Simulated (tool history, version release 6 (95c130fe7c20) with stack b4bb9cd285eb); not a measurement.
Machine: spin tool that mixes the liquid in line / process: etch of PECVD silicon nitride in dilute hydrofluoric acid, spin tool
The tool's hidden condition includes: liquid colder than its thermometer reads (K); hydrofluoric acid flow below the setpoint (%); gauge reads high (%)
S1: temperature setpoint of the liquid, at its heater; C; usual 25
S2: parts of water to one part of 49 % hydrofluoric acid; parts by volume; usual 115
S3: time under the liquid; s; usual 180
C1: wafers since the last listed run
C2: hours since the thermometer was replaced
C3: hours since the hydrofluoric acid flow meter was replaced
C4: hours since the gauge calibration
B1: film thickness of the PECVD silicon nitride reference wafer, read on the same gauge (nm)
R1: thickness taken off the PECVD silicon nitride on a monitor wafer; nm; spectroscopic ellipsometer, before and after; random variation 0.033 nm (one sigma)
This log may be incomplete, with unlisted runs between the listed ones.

| run | hour | S1 | S2 | S3 | C1 | C2 | C3 | C4 | B1 | R1 |
|---|---|---|---|---|---|---|---|---|---|---|
| 1 | 0 | 25 | 115 | 180 | 0 | 1095.7 | 1119.5 | 741.8 | 69.993 | 2.55 |
| 2 | 27.2 | 25 | 115 | 180 | 229 | 1122.9 | 1146.7 | 769 | 69.992 | 2.58 |
| 3 | 58.9 | 25 | 115 | 180 | 267 | 1154.6 | 1178.4 | 800.7 | 70.01 | 2.498 |
| 4 | 109.5 | 25 | 115 | 145 | 426 | 1205.2 | 1229 | 851.3 | 70.009 | 2.073 |
| 5 | 155 | 25 | 115 | 180 | 383 | 1250.7 | 1274.5 | 896.8 | 69.981 | 2.547 |
| 6 | 191.6 | 25 | 115 | 180 | 308 | 1287.3 | 1311.1 | 933.4 | 70.02 | 2.545 |
| 7 | 222.7 | 25 | 115 | 180 | 261 | 1318.4 | 1342.2 | 964.5 | 70.01 | 2.565 |
| 8 | 268.5 | 25 | 115 | 180 | 385 | 1364.2 | 1388 | 1010.3 | 69.999 | 2.551 |
| 9 | 314.5 | 25 | 115 | 180 | 387 | 1410.2 | 1434 | 1056.3 | 70.029 | 2.553 |
| 10 | 351.7 | 25 | 115 | 180 | 313 | 1447.4 | 1471.2 | 1093.5 | 69.972 | 2.542 |
|  | 380.7 | gauge calibrated |
| 11 | 402.6 | 22.5 | 115 | 180 | 428 | 1498.3 | 1522.1 | 21.9 | 70.013 | 2.114 |
| 12 | 471.9 | 22.5 | 115 | 180 | 583 | 1567.6 | 1591.4 | 91.2 | 70.003 | 2.135 |
| 13 | 497.8 | 25 | 115 | 180 | 218 | 1593.5 | 1617.3 | 117.1 | 69.987 | 2.471 |
|  | 518.5 | thermometer replaced |
|  | 521.4 | hydrofluoric acid flow meter replaced |
| 14 | 543.6 | 25 | 115 | 180 | 368 | 25.1 | 22.2 | 162.9 | 70.029 | 2.281 |
| 15 | 572.4 | 25 | 115 | 180 | 242 | 53.9 | 51 | 191.7 | 70.011 | 2.313 |
| 16 | 636.9 | 25 | 165 | 180 | 543 | 118.4 | 115.5 | 256.2 | 69.99 | 1.567 |
| 17 | 676.4 | 23.5 | 160 | 280 | 332 | 157.9 | 155 | 295.7 | 70.004 | 2.305 |
| 18 | 717.7 | 26.5 | 145 | 180 | 347 | 199.2 | 196.3 | 337 | 70.005 | 2.011 |
| 19 | 782.6 | 25 | 115 | 180 | 546 | 264.1 | 261.2 | 401.9 | 70.002 | 2.279 |
| 20 | 807.6 | 26.5 | 95 | 240 | 210 | 289.1 | 286.2 | 426.9 | 69.993 | 4.001 |
|  | 820.8 | thermometer replaced, repeated, since the last time left the tool worse |
| 21 | 833.4 | 23 | 165 | 275 | 208 | 12.6 | 312 | 452.7 | 69.982 | 2.598 |
| 22 | 860.3 | 23 | 115 | 180 | 226 | 39.5 | 338.9 | 479.6 | 70.001 | 2.414 |
| 23 | 976.7 | 25 | 115 | 180 | 980 | 155.9 | 455.3 | 596 | 69.989 | 2.753 |
| 24 | 1045.5 | 26.5 | 80 | 180 | 579 | 224.7 | 524.1 | 664.8 | 69.983 | 4.344 |
| 25 | 1082 | 25 | 115 | 180 | 307 | 261.2 | 560.6 | 701.3 | 69.993 | 2.755 |

Run 26 has not been measured yet. What should we expect?
| 26 | 1128.8 | 25 | 115 | 180 | 394 | 308 | 607.4 | 748.1 | ? | ? |

{"run 26": {"B1": 69.996, "R1": 2.728}}
On a tool with no hidden condition, and with the same random variation, this run would have come out at R1 2.787 nm.
